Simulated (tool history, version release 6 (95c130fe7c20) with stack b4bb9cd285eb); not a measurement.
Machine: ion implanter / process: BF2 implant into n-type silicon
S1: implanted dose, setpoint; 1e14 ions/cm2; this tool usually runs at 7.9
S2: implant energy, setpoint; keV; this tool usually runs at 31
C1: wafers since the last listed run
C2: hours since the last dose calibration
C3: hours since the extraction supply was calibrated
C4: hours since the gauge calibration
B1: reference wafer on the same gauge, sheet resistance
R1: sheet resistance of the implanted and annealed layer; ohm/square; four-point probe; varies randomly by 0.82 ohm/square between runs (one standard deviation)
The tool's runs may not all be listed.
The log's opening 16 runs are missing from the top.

run	hour	S1	S2	C1	C2	C3	C4	B1	R1
17	1027.6	7.9	31	539	2499.3	5491.6	2153.9	170.2	190.94
# hour 1100.4: Faraday cup replaced and dose calibrated
18	1107	8.54	31	561	6.6	5571	2233.3	170.01	182.29
19	1197.5	5.99	34	711	97.1	5661.5	2323.8	170.12	211.49
20	1246.4	10.01	22.5	384	146	5710.4	2372.7	169.85	203.04
21	1285.7	10.25	31	308	185.3	5749.7	2412	169.91	170.46
22	1335.5	7.3	24.5	391	235.1	5799.5	2461.8	170.11	212.81
23	1390.1	8.99	23	429	289.7	5854.1	2516.4	169.92	205.32
# hour 1393.9: gauge calibrated
24	1465.3	9.38	42	591	364.9	5929.3	71.4	169.71	155.14
25	1517.8	8.79	26	412	417.4	5981.8	123.9	170.42	195.98
26	1594.6	8.62	31	603	494.2	6058.6	200.7	169.88	182.35
27	1665.9	9.36	36	560	565.5	6129.9	272	169.89	167.03
28	1747.6	7.9	31	642	647.2	6211.6	353.7	170.01	189.98
29	1802.6	10.1	24.5	432	702.2	6266.6	408.7	170.24	193.13
# hour 1836.3: extraction supply calibrated
30	1884	6.91	24	577	783.6	47.7	490.1	170.48	221.5
31	1944.6	8.54	31	476	844.2	108.3	550.7	169.9	183.31
32	2060.2	6.47	41.5	908	959.8	223.9	666.3	170.52	195.69
33	2130.7	5.79	40.5	554	1030.3	294.4	736.8	169.53	213.23
34	2186.3	8.54	31	437	1085.9	350	792.4	170.2	185.06
35	2280.7	8.63	21.5	742	1180.3	444.4	886.8	170.1	216.71
36	2358.6	7.9	21	612	1258.2	522.3	964.7	170.03	223.05

What if the next run were any one of these 4? Each begins from the tool's condition after run 36:
A	2359	9.58	31	3	1258.6	522.7	965.1	?	?
B	2359	7.9	27	3	1258.6	522.7	965.1	?	?
C	2359	5.64	27.5	3	1258.6	522.7	965.1	?	?
D	2359	9.14	35.5	3	1258.6	522.7	965.1	?	?

run	B1	R1
A	170.24	176.89
B	170.24	200.9
C	170.24	237.44
D	170.24	169.87
With no hidden state in the tool, these same runs would have given:
run	R1
A	174.55
B	197.7
C	231.2
D	167.13
